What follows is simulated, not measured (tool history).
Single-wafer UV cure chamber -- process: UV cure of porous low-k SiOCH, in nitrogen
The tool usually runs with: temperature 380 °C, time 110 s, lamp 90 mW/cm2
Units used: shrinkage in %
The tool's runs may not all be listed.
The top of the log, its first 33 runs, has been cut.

run	day	temperature	time	lamp	shrinkage
34	18.35	362	170	74	8.917
35	18.704	371	110	119	9.381
36	19.046	387	80	125	8.516
37	19.471	380	65	76	5.554
38	20.075	364	110	122	9.572
# day 20.508: quartz window cleaned
39	20.554	373	110	90	8.018
40	20.854	380	110	114	9.331
41	21.192	380	110	114	9.386
42	21.729	380	85	90	7.095
43	22.229	367	80	118	7.711
44	22.504	380	110	90	8.008
45	22.988	361	65	90	5.581
46	23.708	380	110	90	8.19
47	24.358	380	110	90	8.051
48	24.975	380	110	90	7.979

Forecast each of these 4 alternatives for the next run:
A	24.996	380	110	90	?
B	24.996	361	135	72	?
C	24.996	399	60	90	?
D	24.996	380	110	58	?

run	shrinkage
A	8.002
B	7.574
C	5.791
D	6.151
The same runs, with their run-to-run variation unchanged, on a tool lacking any hidden condition would have given:
run	shrinkage
A	8.727
B	8.288
C	6.44
D	6.817

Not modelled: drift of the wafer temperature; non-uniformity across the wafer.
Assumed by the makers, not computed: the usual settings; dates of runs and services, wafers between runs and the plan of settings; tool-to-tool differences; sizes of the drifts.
